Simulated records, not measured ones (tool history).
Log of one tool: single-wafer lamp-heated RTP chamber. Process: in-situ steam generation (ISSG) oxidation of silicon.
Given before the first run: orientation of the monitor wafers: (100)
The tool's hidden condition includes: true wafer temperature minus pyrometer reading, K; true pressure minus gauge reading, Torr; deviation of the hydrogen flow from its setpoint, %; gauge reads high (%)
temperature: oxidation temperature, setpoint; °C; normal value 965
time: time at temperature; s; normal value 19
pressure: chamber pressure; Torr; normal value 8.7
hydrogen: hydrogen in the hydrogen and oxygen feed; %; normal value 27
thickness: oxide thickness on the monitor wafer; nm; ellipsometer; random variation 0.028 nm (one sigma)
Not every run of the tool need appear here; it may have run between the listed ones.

run,hour,temperature,time,pressure,hydrogen,wafers since the last listed run,wafers since the last pyrometer calibration,hours since the pressure gauge was zeroed,hours since the hydrogen flow controller was replaced,hours since the gauge calibration,"read-back reference wafer on the same gauge, thickness",thickness
1,0.0,965,19,8.7,27,0,3234,1883.1,4657.5,727.9,4.699,4.845
# hour 51.2: pyrometer window cleaned and pyrometer calibrated
2,62.5,965,19,8.7,27,570,117,1945.6,4720.0,790.4,4.686,4.886
3,91.2,965,19,7.9,27,300,418,1974.3,4748.7,819.1,4.698,4.867
4,122.1,965,19,7.9,27,323,741,2005.2,4779.6,850.0,4.698,4.854
5,139.5,965,19,9.1,20,182,923,2022.6,4797.0,867.4,4.696,4.500
6,151.6,965,19,9.1,20,126,1050,2034.7,4809.1,879.5,4.695,4.514
7,184.2,965,19,8.7,20,341,1391,2067.3,4841.7,912.1,4.700,4.483
# hour 189.7: gauge calibrated
8,204.7,965,19,8.7,20,214,1606,2087.8,4862.2,15.0,4.831,4.636
9,227.9,965,19,8.7,20,242,1848,2111.0,4885.4,38.2,4.823,4.646
10,240.5,965,19,8.7,27,131,1980,2123.6,4898.0,50.8,4.818,4.987
11,270.6,974,19,7.7,27,315,2295,2153.7,4928.1,80.9,4.798,5.102
12,297.8,965,19,8.7,27,284,2580,2180.9,4955.3,108.1,4.787,4.938
# hour 312.9: pressure gauge zeroed
13,325.4,965,19,8.7,27,205,2785,12.5,4982.9,135.7,4.783,4.961
14,350.5,973,25,7.8,22,262,3048,37.6,5008.0,160.8,4.766,5.422
15,367.0,976,19,9.3,27,172,3220,54.1,5024.5,177.3,4.761,5.067
16,381.6,972,19,8.7,23,152,3373,68.7,5039.1,191.9,4.761,4.814
17,394.1,973,25,7.8,22,130,3504,81.2,5051.6,204.4,4.753,5.465
# hour 408.8: pyrometer window cleaned and pyrometer calibrated
18,426.8,965,19,8.7,23,258,187,113.9,5084.3,237.1,4.750,4.721
19,446.0,965,14,8.7,19,200,388,133.1,5103.5,256.3,4.741,3.962
20,462.2,965,19,8.7,32,169,558,149.3,5119.7,272.5,4.734,5.060
21,493.6,965,19,8.7,27,328,886,180.7,5151.1,303.9,4.739,4.875
# hour 506.9: hydrogen flow controller replaced
22,528.9,947,14,7.7,22,285,1172,216.0,22.0,339.2,4.724,3.888
23,561.8,949,19,9.1,27,344,1516,248.9,54.9,372.1,4.717,4.623
24,588.3,965,19,8.7,27,277,1794,275.4,81.4,398.6,4.713,4.868
25,601.5,957,19,8.7,32,138,1932,288.6,94.6,411.8,4.722,4.943
26,622.7,965,19,8.7,27,221,2154,309.8,115.8,433.0,4.713,4.848
27,641.4,950,12,8.7,20,195,2349,328.5,134.5,451.7,4.711,3.636
28,661.5,982,19,8.2,27,210,2560,348.6,154.6,471.8,4.703,5.130
29,678.9,965,25,8.0,18,182,2742,366.0,172.0,489.2,4.704,4.972
30,697.2,965,19,8.7,27,191,2933,384.3,190.3,507.5,4.704,4.850
31,720.2,985,19,8.7,32,240,3174,407.3,213.3,530.5,4.710,5.413
32,751.4,965,13,8.7,27,326,3501,438.5,244.5,561.7,4.696,4.170

Table of differences, measured result less the result of that run with no hidden state. Run-to-run variation is the same in both. Gauge scatter possibly is not:
run,thickness
1,-0.154
2,-0.158
3,-0.159
4,-0.159
5,-0.147
6,-0.148
7,-0.148
8,-0.014
9,-0.027
10,-0.036
11,-0.051
12,-0.063
13,-0.074
14,-0.092
15,-0.091
16,-0.091
17,-0.109
18,-0.102
19,-0.090
20,-0.119
21,-0.122
22,-0.102
23,-0.127
24,-0.139
25,-0.143
26,-0.143
27,-0.109
28,-0.157
29,-0.154
30,-0.152
31,-0.171
32,-0.134
